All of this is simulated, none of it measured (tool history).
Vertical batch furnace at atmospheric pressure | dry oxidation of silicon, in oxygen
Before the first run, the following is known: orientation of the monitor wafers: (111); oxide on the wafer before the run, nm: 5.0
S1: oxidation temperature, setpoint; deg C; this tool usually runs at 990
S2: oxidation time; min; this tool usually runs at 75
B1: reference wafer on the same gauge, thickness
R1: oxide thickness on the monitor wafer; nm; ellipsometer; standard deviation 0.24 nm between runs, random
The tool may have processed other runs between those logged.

run    hour    S1     S2     B1      R1
  1       0   990     75   63.7   76.09
  2   106.2   990     75  63.69   75.65
  3   201.9   990     75  63.72    75.5
  4   238.8   990     75  63.73   75.33
  5   288.8   990     75  63.74   75.34
      507.2  -- thermocouples replaced and temperature profile calibrated
  6   527.6   990     75  63.67   71.79
  7   601.7   990     75  63.74    71.8
  8   640.7   990     75  63.67   72.19
      691.9  -- gauge calibrated
  9   708.7  1015   87.5   63.7   95.25
      771.8  -- boat lift adjusted
 10   813.6   981     95  63.68   81.27
 11   911.3   967     60  63.73   54.37
 12     970  1010   98.5  63.69  101.64
 13  1059.5   981  101.5  63.64   84.99
 14  1152.4  1002    104  63.73  100.69

What if the next run were any one of these 4? Each begins from the tool's condition after run 14:
  A  1156.7   990  75   ?   ?
  B  1156.7  1001  55   ?   ?
  C  1156.7   981  75   ?   ?
  D  1156.7   978  75   ?   ?

run     B1     R1
  A  63.68  74.99
  B  63.68  66.49
  C  63.68  70.34
  D  63.68  68.83
With no hidden state in the tool, these same runs would have given:
run     R1
  A  73.47
  B  65.04
  C  68.89
  D  67.39
